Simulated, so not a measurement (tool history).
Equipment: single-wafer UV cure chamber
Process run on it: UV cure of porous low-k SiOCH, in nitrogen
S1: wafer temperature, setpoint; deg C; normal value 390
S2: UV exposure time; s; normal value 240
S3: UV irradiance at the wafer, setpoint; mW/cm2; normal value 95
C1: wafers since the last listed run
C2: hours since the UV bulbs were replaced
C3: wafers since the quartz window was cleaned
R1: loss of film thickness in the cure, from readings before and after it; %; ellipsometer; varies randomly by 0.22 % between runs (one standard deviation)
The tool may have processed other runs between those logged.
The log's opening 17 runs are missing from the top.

run	hour	S1	S2	S3	C1	C2	C3	R1
# hour 1497.7: quartz window cleaned
18	1508.5	408	355	80	401	683.7	88	15.04
19	1572.9	390	240	95	528	748.1	617	13.316
20	1664.3	406	130	120	750	839.5	1368	11.499
21	1767.4	378	180	81	846	942.6	2215	10.407
22	1813.5	390	240	127	378	988.7	2594	14.211
23	1864.4	404	315	111	418	1039.6	3012	15.456
24	1914	400	240	79	407	1089.2	3419	11.466
25	1950.4	384	335	110	298	1125.6	3718	14.67
# hour 2004.9: quartz window cleaned
26	2017.8	390	320	95	487	1193	105	14.414
27	2112.9	374	140	95	781	1288.1	886	9.914
28	2182.4	390	160	79	570	1357.6	1457	9.929
29	2223.6	390	280	95	338	1398.8	1795	13.218
30	2293.8	390	155	95	576	1469	2372	10.369
31	2354	390	240	95	494	1529.2	2866	12.26
32	2394	390	240	58	328	1569.2	3195	9.611
# hour 2493.5: quartz window cleaned
33	2494	408	360	116	755	1669.2	4	16.173
34	2736.9	398	240	95	1995	1912.1	1999	12.133

Below are 5 alternative next runs, each starting from the tool's condition after run 34. Predict each:
A	2737.4	390	355	95	4	1912.6	2003	?
B	2737.4	390	170	57	4	1912.6	2003	?
C	2737.4	378	305	95	4	1912.6	2003	?
D	2737.4	372	120	95	4	1912.6	2003	?
E	2737.4	390	240	105	4	1912.6	2003	?

run	R1
A	13.665
B	7.827
C	12.677
D	8.221
E	12.234
With no hidden state in the tool, these same runs would have given:
run	R1
A	15.338
B	9.306
C	14.32
D	9.714
E	13.862
